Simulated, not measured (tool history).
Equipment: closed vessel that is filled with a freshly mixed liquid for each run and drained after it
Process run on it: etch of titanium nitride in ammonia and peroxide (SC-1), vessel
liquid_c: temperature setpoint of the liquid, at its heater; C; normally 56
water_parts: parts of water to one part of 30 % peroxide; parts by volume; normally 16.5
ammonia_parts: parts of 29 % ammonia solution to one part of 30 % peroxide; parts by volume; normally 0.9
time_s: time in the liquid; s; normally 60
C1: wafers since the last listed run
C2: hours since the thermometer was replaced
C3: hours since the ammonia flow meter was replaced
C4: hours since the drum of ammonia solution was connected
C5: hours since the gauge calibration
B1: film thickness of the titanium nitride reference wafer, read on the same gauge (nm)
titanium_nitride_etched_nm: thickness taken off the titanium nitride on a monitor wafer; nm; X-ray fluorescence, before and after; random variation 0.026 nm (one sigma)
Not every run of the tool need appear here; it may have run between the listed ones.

run 1 hour=0 | liquid_c=53.5 water_parts=16.5 ammonia_parts=0.9 time_s=60 | C1=0 C2=2478 C3=961.5 C4=11.6 C5=413.4 | B1=89.995 | titanium_nitride_etched_nm=3.888
run 2 hour=9.1 | liquid_c=53.5 water_parts=16.5 ammonia_parts=0.9 time_s=60 | C1=1106 C2=2487.1 C3=970.6 C4=20.7 C5=422.5 | B1=89.987 | titanium_nitride_etched_nm=3.962
run 3 hour=18.2 | liquid_c=56 water_parts=16.5 ammonia_parts=0.9 time_s=60 | C1=1106 C2=2496.2 C3=979.7 C4=29.8 C5=431.6 | B1=89.977 | titanium_nitride_etched_nm=4.694
run 4 hour=33.5 | liquid_c=56 water_parts=16.5 ammonia_parts=0.9 time_s=60 | C1=1861 C2=2511.5 C3=995 C4=45.1 C5=446.9 | B1=89.994 | titanium_nitride_etched_nm=4.6
run 5 hour=46.1 | liquid_c=56 water_parts=16.5 ammonia_parts=0.9 time_s=60 | C1=1532 C2=2524.1 C3=1007.6 C4=57.7 C5=459.5 | B1=90.036 | titanium_nitride_etched_nm=4.627
run 6 hour=53 | liquid_c=56 water_parts=16.5 ammonia_parts=1 time_s=60 | C1=839 C2=2531 C3=1014.5 C4=64.6 C5=466.4 | B1=90.01 | titanium_nitride_etched_nm=4.724
-- hour=62.4 ammonia flow meter replaced
run 7 hour=69.9 | liquid_c=56 water_parts=16.5 ammonia_parts=1 time_s=60 | C1=1934 C2=2547.9 C3=7.5 C4=81.5 C5=483.3 | B1=90 | titanium_nitride_etched_nm=4.735
run 8 hour=84.7 | liquid_c=56 water_parts=16.5 ammonia_parts=0.9 time_s=60 | C1=1800 C2=2562.7 C3=22.3 C4=96.3 C5=498.1 | B1=89.982 | titanium_nitride_etched_nm=4.574
-- hour=92.1 gauge calibrated
run 9 hour=96.1 | liquid_c=56 water_parts=11.5 ammonia_parts=0.9 time_s=60 | C1=1386 C2=2574.1 C3=33.7 C4=107.7 C5=4 | B1=90.008 | titanium_nitride_etched_nm=5.575
run 10 hour=112.1 | liquid_c=63.5 water_parts=16.5 ammonia_parts=0.5 time_s=60 | C1=1946 C2=2590.1 C3=49.7 C4=123.7 C5=20 | B1=90.028 | titanium_nitride_etched_nm=6.843
run 11 hour=127.9 | liquid_c=52.5 water_parts=24.5 ammonia_parts=0.9 time_s=60 | C1=1921 C2=2605.9 C3=65.5 C4=139.5 C5=35.8 | B1=89.997 | titanium_nitride_etched_nm=2.951
run 12 hour=139.2 | liquid_c=59 water_parts=22 ammonia_parts=0.9 time_s=60 | C1=1374 C2=2617.2 C3=76.8 C4=150.8 C5=47.1 | B1=90.026 | titanium_nitride_etched_nm=4.849
run 13 hour=156.4 | liquid_c=56 water_parts=16.5 ammonia_parts=0.5 time_s=60 | C1=2092 C2=2634.4 C3=94 C4=168 C5=64.3 | B1=90.018 | titanium_nitride_etched_nm=4.218
-- hour=170.3 thermometer replaced
run 14 hour=171.4 | liquid_c=59.5 water_parts=20 ammonia_parts=1.1 time_s=40 | C1=1703 C2=1.1 C3=109 C4=183 C5=79.3 | B1=89.966 | titanium_nitride_etched_nm=3.61
run 15 hour=188 | liquid_c=56 water_parts=16.5 ammonia_parts=1.2 time_s=60 | C1=2019 C2=17.7 C3=125.6 C4=199.6 C5=95.9 | B1=89.992 | titanium_nitride_etched_nm=4.856
run 16 hour=202.5 | liquid_c=62 water_parts=16.5 ammonia_parts=0.9 time_s=60 | C1=1763 C2=32.2 C3=140.1 C4=214.1 C5=110.4 | B1=90.016 | titanium_nitride_etched_nm=6.85
run 17 hour=218.9 | liquid_c=56 water_parts=16.5 ammonia_parts=0.9 time_s=60 | C1=1994 C2=48.6 C3=156.5 C4=230.5 C5=126.8 | B1=89.999 | titanium_nitride_etched_nm=4.645
-- hour=231.2 new drum of ammonia solution connected
run 18 hour=236.1 | liquid_c=61 water_parts=11.5 ammonia_parts=0.9 time_s=85 | C1=1970 C2=65.8 C3=173.7 C4=4.9 C5=144 | B1=89.98 | titanium_nitride_etched_nm=11.111
run 19 hour=244.9 | liquid_c=56 water_parts=16.5 ammonia_parts=0.9 time_s=80 | C1=1070 C2=74.6 C3=182.5 C4=13.7 C5=152.8 | B1=89.996 | titanium_nitride_etched_nm=6.181
run 20 hour=255 | liquid_c=56 water_parts=16.5 ammonia_parts=0.9 time_s=60 | C1=1228 C2=84.7 C3=192.6 C4=23.8 C5=162.9 | B1=90.017 | titanium_nitride_etched_nm=4.614
run 21 hour=267.1 | liquid_c=48 water_parts=9 ammonia_parts=1.15 time_s=50 | C1=1471 C2=96.8 C3=204.7 C4=35.9 C5=175 | B1=89.996 | titanium_nitride_etched_nm=3.15
run 22 hour=282.3 | liquid_c=56 water_parts=11 ammonia_parts=0.9 time_s=60 | C1=1848 C2=112 C3=219.9 C4=51.1 C5=190.2 | B1=89.989 | titanium_nitride_etched_nm=5.658
run 23 hour=291.6 | liquid_c=56 water_parts=14 ammonia_parts=0.9 time_s=60 | C1=1131 C2=121.3 C3=229.2 C4=60.4 C5=199.5 | B1=90.002 | titanium_nitride_etched_nm=5.051
run 24 hour=302.7 | liquid_c=56 water_parts=16.5 ammonia_parts=0.9 time_s=60 | C1=1350 C2=132.4 C3=240.3 C4=71.5 C5=210.6 | B1=89.988 | titanium_nitride_etched_nm=4.658
run 25 hour=311.6 | liquid_c=56 water_parts=16.5 ammonia_parts=1.1 time_s=60 | C1=1082 C2=141.3 C3=249.2 C4=80.4 C5=219.5 | B1=89.958 | titanium_nitride_etched_nm=4.765
run 26 hour=320.6 | liquid_c=56 water_parts=10 ammonia_parts=1.2 time_s=60 | C1=1094 C2=150.3 C3=258.2 C4=89.4 C5=228.5 | B1=90.041 | titanium_nitride_etched_nm=6.287
run 27 hour=334.6 | liquid_c=56 water_parts=16.5 ammonia_parts=0.9 time_s=90 | C1=1703 C2=164.3 C3=272.2 C4=103.4 C5=242.5 | B1=89.974 | titanium_nitride_etched_nm=6.961
run 28 hour=342.8 | liquid_c=66 water_parts=19.5 ammonia_parts=1.2 time_s=60 | C1=997 C2=172.5 C3=280.4 C4=111.6 C5=250.7 | B1=89.991 | titanium_nitride_etched_nm=8.576
run 29 hour=352.4 | liquid_c=56 water_parts=16.5 ammonia_parts=0.9 time_s=60 | C1=1167 C2=182.1 C3=290 C4=121.2 C5=260.3 | B1=90.028 | titanium_nitride_etched_nm=4.63

3 ways to go on from here, each from the tool as it stands after run 29. What would each give?
run A hour=353.1 | liquid_c=56 water_parts=16.5 ammonia_parts=0.9 time_s=85 | C1=85 C2=182.8 C3=290.7 C4=121.9 C5=261 | B1=? | titanium_nitride_etched_nm=?
run B hour=353.1 | liquid_c=63 water_parts=16.5 ammonia_parts=0.9 time_s=60 | C1=85 C2=182.8 C3=290.7 C4=121.9 C5=261 | B1=? | titanium_nitride_etched_nm=?
run C hour=353.1 | liquid_c=48.5 water_parts=11.5 ammonia_parts=1.05 time_s=40 | C1=85 C2=182.8 C3=290.7 C4=121.9 C5=261 | B1=? | titanium_nitride_etched_nm=?

run=A B1=89.987 titanium_nitride_etched_nm=6.545
run=B B1=89.987 titanium_nitride_etched_nm=7.321
run=C B1=89.987 titanium_nitride_etched_nm=2.279
With the hidden condition removed and each run's random variation left untouched, the same runs would have given:
run=A titanium_nitride_etched_nm=6.545
run=B titanium_nitride_etched_nm=7.321
run=C titanium_nitride_etched_nm=2.279
